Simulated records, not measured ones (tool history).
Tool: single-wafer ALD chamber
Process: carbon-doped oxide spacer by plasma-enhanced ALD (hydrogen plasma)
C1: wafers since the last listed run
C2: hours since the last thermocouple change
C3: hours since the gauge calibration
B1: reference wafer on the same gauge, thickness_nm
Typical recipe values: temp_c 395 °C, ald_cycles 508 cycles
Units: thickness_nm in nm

run 1 hour=0 | temp_c=403 ald_cycles=508 | C1=0 C2=1437.1 C3=269.9 | B1=28.813 | thickness_nm=26.654
run 2 hour=17.4 | temp_c=403 ald_cycles=508 | C1=14 C2=1454.5 C3=287.3 | B1=28.819 | thickness_nm=26.917
run 3 hour=42.4 | temp_c=403 ald_cycles=508 | C1=20 C2=1479.5 C3=312.3 | B1=28.803 | thickness_nm=26.765
run 4 hour=54.6 | temp_c=400 ald_cycles=508 | C1=9 C2=1491.7 C3=324.5 | B1=28.778 | thickness_nm=27.029
run 5 hour=68.8 | temp_c=400 ald_cycles=508 | C1=11 C2=1505.9 C3=338.7 | B1=28.751 | thickness_nm=26.969
run 6 hour=96.6 | temp_c=400 ald_cycles=508 | C1=22 C2=1533.7 C3=366.5 | B1=28.728 | thickness_nm=26.853
run 7 hour=116 | temp_c=395 ald_cycles=508 | C1=15 C2=1553.1 C3=385.9 | B1=28.696 | thickness_nm=26.827
run 8 hour=132.9 | temp_c=395 ald_cycles=508 | C1=13 C2=1570 C3=402.8 | B1=28.702 | thickness_nm=26.958
run 9 hour=165.5 | temp_c=384 ald_cycles=508 | C1=26 C2=1602.6 C3=435.4 | B1=28.66 | thickness_nm=26.846
run 10 hour=197.4 | temp_c=384 ald_cycles=508 | C1=26 C2=1634.5 C3=467.3 | B1=28.611 | thickness_nm=26.81
-- hour=197.9 gauge calibrated
run 11 hour=219.1 | temp_c=384 ald_cycles=508 | C1=17 C2=1656.2 C3=21.2 | B1=29.17 | thickness_nm=27.39
run 12 hour=236.8 | temp_c=395 ald_cycles=508 | C1=14 C2=1673.9 C3=38.9 | B1=29.174 | thickness_nm=27.218
run 13 hour=257.5 | temp_c=395 ald_cycles=508 | C1=16 C2=1694.6 C3=59.6 | B1=29.128 | thickness_nm=27.271
run 14 hour=286.5 | temp_c=395 ald_cycles=508 | C1=23 C2=1723.6 C3=88.6 | B1=29.1 | thickness_nm=27.116
run 15 hour=299.5 | temp_c=395 ald_cycles=473 | C1=10 C2=1736.6 C3=101.6 | B1=29.107 | thickness_nm=25.345
run 16 hour=329.6 | temp_c=395 ald_cycles=473 | C1=24 C2=1766.7 C3=131.7 | B1=29.051 | thickness_nm=25.326
run 17 hour=342.2 | temp_c=395 ald_cycles=473 | C1=10 C2=1779.3 C3=144.3 | B1=29.051 | thickness_nm=25.289
run 18 hour=449.7 | temp_c=395 ald_cycles=529 | C1=87 C2=1886.8 C3=251.8 | B1=28.933 | thickness_nm=28.31
run 19 hour=476.1 | temp_c=395 ald_cycles=508 | C1=21 C2=1913.2 C3=278.2 | B1=28.865 | thickness_nm=27.021
run 20 hour=502.2 | temp_c=395 ald_cycles=508 | C1=21 C2=1939.3 C3=304.3 | B1=28.852 | thickness_nm=26.881
run 21 hour=534.2 | temp_c=383 ald_cycles=592 | C1=26 C2=1971.3 C3=336.3 | B1=28.836 | thickness_nm=31.351
run 22 hour=570.2 | temp_c=381 ald_cycles=568 | C1=29 C2=2007.3 C3=372.3 | B1=28.778 | thickness_nm=30.096
run 23 hour=602.2 | temp_c=387 ald_cycles=481 | C1=26 C2=2039.3 C3=404.3 | B1=28.771 | thickness_nm=25.398
run 24 hour=615.6 | temp_c=389 ald_cycles=578 | C1=10 C2=2052.7 C3=417.7 | B1=28.718 | thickness_nm=30.572
run 25 hour=643.2 | temp_c=385 ald_cycles=508 | C1=22 C2=2080.3 C3=445.3 | B1=28.71 | thickness_nm=26.781
run 26 hour=663 | temp_c=405 ald_cycles=468 | C1=16 C2=2100.1 C3=465.1 | B1=28.679 | thickness_nm=24.415
-- hour=676.9 gauge calibrated
-- hour=696.1 thermocouple changed; heater temperature recalibrated
run 27 hour=696.6 | temp_c=395 ald_cycles=508 | C1=20 C2=0.5 C3=19.7 | B1=29.176 | thickness_nm=27.291
run 28 hour=703.4 | temp_c=395 ald_cycles=508 | C1=5 C2=7.3 C3=26.5 | B1=29.155 | thickness_nm=27.271
run 29 hour=719.7 | temp_c=407 ald_cycles=508 | C1=13 C2=23.6 C3=42.8 | B1=29.153 | thickness_nm=26.672
run 30 hour=775.5 | temp_c=400 ald_cycles=450 | C1=45 C2=79.4 C3=98.6 | B1=29.085 | thickness_nm=24.12
run 31 hour=806.2 | temp_c=384 ald_cycles=508 | C1=25 C2=110.1 C3=129.3 | B1=29.042 | thickness_nm=27.272
run 32 hour=824 | temp_c=395 ald_cycles=436 | C1=14 C2=127.9 C3=147.1 | B1=29.024 | thickness_nm=23.436
run 33 hour=843.3 | temp_c=395 ald_cycles=508 | C1=15 C2=147.2 C3=166.4 | B1=29.018 | thickness_nm=27.009
run 34 hour=855.5 | temp_c=399 ald_cycles=449 | C1=9 C2=159.4 C3=178.6 | B1=28.972 | thickness_nm=24.026
run 35 hour=868.1 | temp_c=409 ald_cycles=534 | C1=10 C2=172 C3=191.2 | B1=28.955 | thickness_nm=27.867
run 36 hour=880.6 | temp_c=395 ald_cycles=451 | C1=10 C2=184.5 C3=203.7 | B1=28.952 | thickness_nm=24.165
run 37 hour=900.5 | temp_c=395 ald_cycles=411 | C1=16 C2=204.4 C3=223.6 | B1=28.913 | thickness_nm=21.881

Some steps in thickness_nm, run to run, broken into two amounts with sign: the step expected even without the hidden condition (settings, incoming material, random variation), and the rest, left for the hidden condition together with whatever gauge scatter is not in both the measured and the hidden-condition-free result:
Unlogged tool condition in this case: wafer temperature above the value expected at the setpoint (K); gauge reads high (%).
Run 10 -> 11: gauge calibrated. thickness_nm +0.58 nm: hidden state +0.551, all else +0.029.
Run 17 -> 18: ald_cycles 473 -> 529. thickness_nm +3.021 nm: hidden state -0.139, all else +3.16.
Run 20 -> 21: temp_c 395 -> 383, ald_cycles 508 -> 592. thickness_nm +4.47 nm: hidden state -0.094, all else +4.564.
Run 22 -> 23: temp_c 381 -> 387, ald_cycles 568 -> 481. thickness_nm -4.698 nm: hidden state +0.035, all else -4.733.
Run 23 -> 24: temp_c 387 -> 389, ald_cycles 481 -> 578. thickness_nm +5.174 nm: hidden state -0.099, all else +5.273.
Run 26 -> 27: temp_c 405 -> 395, ald_cycles 468 -> 508, gauge calibrated, thermocouple changed; heater temperature recalibrated. thickness_nm +2.876 nm: hidden state +0.421, all else +2.455.
